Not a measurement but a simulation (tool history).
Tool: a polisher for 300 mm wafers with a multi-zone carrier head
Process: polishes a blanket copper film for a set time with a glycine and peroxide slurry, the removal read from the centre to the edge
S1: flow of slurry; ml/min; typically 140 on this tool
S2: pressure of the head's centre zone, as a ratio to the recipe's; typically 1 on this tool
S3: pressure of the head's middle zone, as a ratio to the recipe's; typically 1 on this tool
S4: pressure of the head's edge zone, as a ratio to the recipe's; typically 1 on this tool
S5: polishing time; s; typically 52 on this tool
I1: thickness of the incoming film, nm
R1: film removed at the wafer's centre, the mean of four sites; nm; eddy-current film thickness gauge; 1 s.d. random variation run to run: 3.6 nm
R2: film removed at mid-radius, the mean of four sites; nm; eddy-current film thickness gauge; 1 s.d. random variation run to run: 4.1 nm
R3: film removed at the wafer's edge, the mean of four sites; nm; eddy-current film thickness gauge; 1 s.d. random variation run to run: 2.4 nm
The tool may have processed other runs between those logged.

run	hour	S1	S2	S3	S4	S5	I1	R1	R2	R3
1	0	140	1	1	1	52	2098.7	362.4	380.6	393
# hour 21.6: worn pad replaced by a new one
2	76	190	1	1	1.12	61	2094.3	445.1	465.1	502
# hour 146.5: carrier head's membrane replaced by a new one
3	166.2	155	1	0.95	1	52	2090.3	364.9	372.9	395.1
4	209.5	140	1	1.06	1	57	2102.9	388.8	436.9	428
5	283.1	170	1.09	1	1.1	61	2049.5	478.5	462.4	492.7
6	361	140	1.1	1.05	1	52	2124.5	388.3	404.4	393
# hour 500.3: slurry nozzle cleaned
7	503.6	140	0.97	1	1.06	52	2080	346.4	390	404.5
# hour 537.5: edge zone pressure recalibrated
8	555.5	155	1	0.96	1	52	2096.2	363.5	379.7	397.7
# hour 589: centre zone pressure recalibrated
9	637.1	140	1	1	0.94	52	2085.4	393.2	387.9	378.7
10	723.4	170	1	1	1.03	52	2113.7	395.9	386.7	403.5
11	761.7	140	1.06	1	1	67	2082.4	527.1	492.2	501.2
12	824.5	140	1	1	1	52	2060.7	381.1	384.5	394.4
13	861.1	140	1	1	1	52	2068.9	376.5	378.9	394.3
# hour 908.9: worn pad replaced by a new one
# hour 921.6: carrier head's membrane replaced by a new one
14	926.3	140	1	0.9	1	52	2064.4	376.4	347.8	392.3
15	1022.6	125	1.03	1	1	52	2095.7	377.9	370.4	380.5
16	1119.8	140	1.08	1	1	44	2100.7	331.5	314.5	330.1
17	1212.6	140	1	1	1	52	2097.4	367	385.2	393.3
# hour 1265.4: slurry nozzle cleaned
18	1287.8	140	1	0.91	1	52	2119.1	355.7	348.1	390.9
19	1353.7	140	1	1	1	52	2107.2	365.8	389.7	390.5
20	1404.1	140	0.92	1.09	1	52	2065.9	331.7	411.7	386.3
21	1440.3	140	1	1	1	52	2044.2	358.8	383.5	395.3

What was the tool's hidden state at every run in the log?
removal rate lost through wear of the pad, %: 0, the same for each run
slurry flow missing at the pad, %: 0, the same for each run
deviation of the edge zone's pressure from its setpoint, %: 0, the same for each run
H1: deviation of the centre zone's pressure from its setpoint, %
run	H1
1	-7.03
2	-7.57
3	-8.09
4	-8.29
5	-8.59
6	-8.85
7	-9.2
8	-9.3
9	0.9
10	-1.04
11	-1.77
12	-2.8
13	-3.33
14	-4.15
15	-5.12
16	-5.88
17	-6.43
18	-6.79
19	-7.05
20	-7.21
21	-7.32
